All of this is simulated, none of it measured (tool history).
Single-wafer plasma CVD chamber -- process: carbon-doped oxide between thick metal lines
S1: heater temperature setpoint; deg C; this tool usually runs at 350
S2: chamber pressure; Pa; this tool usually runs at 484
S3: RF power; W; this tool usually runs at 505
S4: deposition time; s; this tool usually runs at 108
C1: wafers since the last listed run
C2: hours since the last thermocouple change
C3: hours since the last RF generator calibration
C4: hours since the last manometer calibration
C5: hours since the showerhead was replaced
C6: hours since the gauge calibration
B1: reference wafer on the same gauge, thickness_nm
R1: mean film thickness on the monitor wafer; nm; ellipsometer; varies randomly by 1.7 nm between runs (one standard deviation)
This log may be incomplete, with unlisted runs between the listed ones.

{"run": 1, "hour": 0.0, "S1": 347, "S2": 484, "S3": 505, "S4": 108, "C1": 0, "C2": 310.3, "C3": 1537.4, "C4": 1491.7, "C5": 5804.6, "C6": 2499.3, "B1": 444.029, "R1": 526.201}
{"hour": 55.6, "done": "RF generator calibrated"}
{"run": 2, "hour": 72.4, "S1": 347, "S2": 484, "S3": 505, "S4": 108, "C1": 582, "C2": 382.7, "C3": 16.8, "C4": 1564.1, "C5": 5877.0, "C6": 2571.7, "B1": 443.962, "R1": 524.893}
{"run": 3, "hour": 245.1, "S1": 347, "S2": 484, "S3": 505, "S4": 108, "C1": 1563, "C2": 555.4, "C3": 189.5, "C4": 1736.8, "C5": 6049.7, "C6": 2744.4, "B1": 444.013, "R1": 526.162}
{"hour": 286.5, "done": "gauge calibrated"}
{"run": 4, "hour": 341.1, "S1": 350, "S2": 484, "S3": 505, "S4": 108, "C1": 868, "C2": 651.4, "C3": 285.5, "C4": 1832.8, "C5": 6145.7, "C6": 54.6, "B1": 443.67, "R1": 519.84}
{"run": 5, "hour": 386.9, "S1": 350, "S2": 484, "S3": 505, "S4": 108, "C1": 414, "C2": 697.2, "C3": 331.3, "C4": 1878.6, "C5": 6191.5, "C6": 100.4, "B1": 444.018, "R1": 518.798}
{"run": 6, "hour": 470.5, "S1": 350, "S2": 484, "S3": 505, "S4": 108, "C1": 756, "C2": 780.8, "C3": 414.9, "C4": 1962.2, "C5": 6275.1, "C6": 184.0, "B1": 444.063, "R1": 519.725}
{"run": 7, "hour": 567.3, "S1": 350, "S2": 593, "S3": 505, "S4": 121, "C1": 876, "C2": 877.6, "C3": 511.7, "C4": 2059.0, "C5": 6371.9, "C6": 280.8, "B1": 443.847, "R1": 610.134}
{"hour": 606.4, "done": "capacitance manometer re-zeroed and calibrated"}
{"run": 8, "hour": 639.7, "S1": 350, "S2": 443, "S3": 505, "S4": 108, "C1": 582, "C2": 950.0, "C3": 584.1, "C4": 33.3, "C5": 6444.3, "C6": 353.2, "B1": 444.455, "R1": 507.149}
{"run": 9, "hour": 699.0, "S1": 350, "S2": 484, "S3": 505, "S4": 108, "C1": 536, "C2": 1009.3, "C3": 643.4, "C4": 92.6, "C5": 6503.6, "C6": 412.5, "B1": 444.201, "R1": 514.933}
{"run": 10, "hour": 769.1, "S1": 350, "S2": 555, "S3": 445, "S4": 108, "C1": 634, "C2": 1079.4, "C3": 713.5, "C4": 162.7, "C5": 6573.7, "C6": 482.6, "B1": 443.859, "R1": 502.74}
{"run": 11, "hour": 846.3, "S1": 355, "S2": 484, "S3": 505, "S4": 92, "C1": 698, "C2": 1156.6, "C3": 790.7, "C4": 239.9, "C5": 6650.9, "C6": 559.8, "B1": 443.774, "R1": 435.161}
{"hour": 865.2, "done": "thermocouple changed; heater temperature recalibrated"}
{"run": 12, "hour": 897.3, "S1": 350, "S2": 484, "S3": 530, "S4": 89, "C1": 389, "C2": 32.1, "C3": 841.7, "C4": 290.9, "C5": 6701.9, "C6": 610.8, "B1": 444.159, "R1": 433.813}
{"hour": 958.1, "done": "showerhead replaced"}
{"run": 13, "hour": 979.2, "S1": 350, "S2": 484, "S3": 505, "S4": 108, "C1": 668, "C2": 114.0, "C3": 923.6, "C4": 372.8, "C5": 21.1, "C6": 692.7, "B1": 443.92, "R1": 518.032}
{"run": 14, "hour": 1068.9, "S1": 350, "S2": 484, "S3": 440, "S4": 108, "C1": 811, "C2": 203.7, "C3": 1013.3, "C4": 462.5, "C5": 110.8, "C6": 782.4, "B1": 443.771, "R1": 488.126}
{"run": 15, "hour": 1113.1, "S1": 350, "S2": 484, "S3": 505, "S4": 108, "C1": 400, "C2": 247.9, "C3": 1057.5, "C4": 506.7, "C5": 155.0, "C6": 826.6, "B1": 443.894, "R1": 516.176}
{"run": 16, "hour": 1197.3, "S1": 350, "S2": 484, "S3": 505, "S4": 108, "C1": 762, "C2": 332.1, "C3": 1141.7, "C4": 590.9, "C5": 239.2, "C6": 910.8, "B1": 444.006, "R1": 521.508}
{"run": 17, "hour": 1282.9, "S1": 350, "S2": 484, "S3": 550, "S4": 108, "C1": 774, "C2": 417.7, "C3": 1227.3, "C4": 676.5, "C5": 324.8, "C6": 996.4, "B1": 443.762, "R1": 536.165}
{"hour": 1567.8, "done": "RF generator calibrated"}
{"run": 18, "hour": 1568.3, "S1": 354, "S2": 596, "S3": 450, "S4": 98, "C1": 2511, "C2": 703.1, "C3": 0.5, "C4": 961.9, "C5": 610.2, "C6": 1281.8, "B1": 443.998, "R1": 464.529}
{"run": 19, "hour": 1633.6, "S1": 356, "S2": 448, "S3": 430, "S4": 121, "C1": 591, "C2": 768.4, "C3": 65.8, "C4": 1027.2, "C5": 675.5, "C6": 1347.1, "B1": 443.999, "R1": 533.463}
{"run": 20, "hour": 1697.9, "S1": 350, "S2": 484, "S3": 505, "S4": 108, "C1": 582, "C2": 832.7, "C3": 130.1, "C4": 1091.5, "C5": 739.8, "C6": 1411.4, "B1": 444.055, "R1": 519.894}
{"run": 21, "hour": 1762.4, "S1": 338, "S2": 484, "S3": 565, "S4": 108, "C1": 583, "C2": 897.2, "C3": 194.6, "C4": 1156.0, "C5": 804.3, "C6": 1475.9, "B1": 444.031, "R1": 559.758}
{"run": 22, "hour": 1865.8, "S1": 343, "S2": 385, "S3": 550, "S4": 91, "C1": 935, "C2": 1000.6, "C3": 298.0, "C4": 1259.4, "C5": 907.7, "C6": 1579.3, "B1": 444.016, "R1": 443.808}
{"run": 23, "hour": 1951.2, "S1": 350, "S2": 484, "S3": 460, "S4": 108, "C1": 773, "C2": 1086.0, "C3": 383.4, "C4": 1344.8, "C5": 993.1, "C6": 1664.7, "B1": 443.986, "R1": 502.813}
{"run": 24, "hour": 2033.7, "S1": 350, "S2": 484, "S3": 475, "S4": 126, "C1": 746, "C2": 1168.5, "C3": 465.9, "C4": 1427.3, "C5": 1075.6, "C6": 1747.2, "B1": 444.003, "R1": 597.123}
{"hour": 2100.8, "done": "thermocouple changed; heater temperature recalibrated"}
{"run": 25, "hour": 2127.7, "S1": 350, "S2": 484, "S3": 505, "S4": 108, "C1": 778, "C2": 26.9, "C3": 559.9, "C4": 1521.3, "C5": 1169.6, "C6": 1841.2, "B1": 444.081, "R1": 519.622}
{"run": 26, "hour": 2180.0, "S1": 350, "S2": 484, "S3": 505, "S4": 108, "C1": 473, "C2": 79.2, "C3": 612.2, "C4": 1573.6, "C5": 1221.9, "C6": 1893.5, "B1": 443.658, "R1": 522.586}
{"run": 27, "hour": 2240.5, "S1": 350, "S2": 484, "S3": 605, "S4": 108, "C1": 547, "C2": 139.7, "C3": 672.7, "C4": 1634.1, "C5": 1282.4, "C6": 1954.0, "B1": 443.658, "R1": 556.689}
{"run": 28, "hour": 2314.9, "S1": 346, "S2": 533, "S3": 545, "S4": 95, "C1": 673, "C2": 214.1, "C3": 747.1, "C4": 1708.5, "C5": 1356.8, "C6": 2028.4, "B1": 444.022, "R1": 489.432}

Results for each run, recomputed without the tool's hidden state and with each run's random variation untouched:
Unlogged tool condition in this case: wafer temperature above the value expected at the setpoint (K); delivered RF power above the setpoint (%); true pressure above the setpoint (%); gauge reads high (%).
run=1 R1=519.359
run=2 R1=517.979
run=3 R1=519.052
run=4 R1=512.736
run=5 R1=511.674
run=6 R1=512.532
run=7 R1=600.421
run=8 R1=507.914
run=9 R1=515.098
run=10 R1=502.178
run=11 R1=434.217
run=12 R1=432.554
run=13 R1=515.982
run=14 R1=485.702
run=15 R1=513.383
run=16 R1=518.286
run=17 R1=532.486
run=18 R1=459.598
run=19 R1=528.727
run=20 R1=514.950
run=21 R1=554.275
run=22 R1=441.050
run=23 R1=497.540
run=24 R1=590.713
run=25 R1=513.918
run=26 R1=516.786
run=27 R1=550.438
run=28 R1=483.210

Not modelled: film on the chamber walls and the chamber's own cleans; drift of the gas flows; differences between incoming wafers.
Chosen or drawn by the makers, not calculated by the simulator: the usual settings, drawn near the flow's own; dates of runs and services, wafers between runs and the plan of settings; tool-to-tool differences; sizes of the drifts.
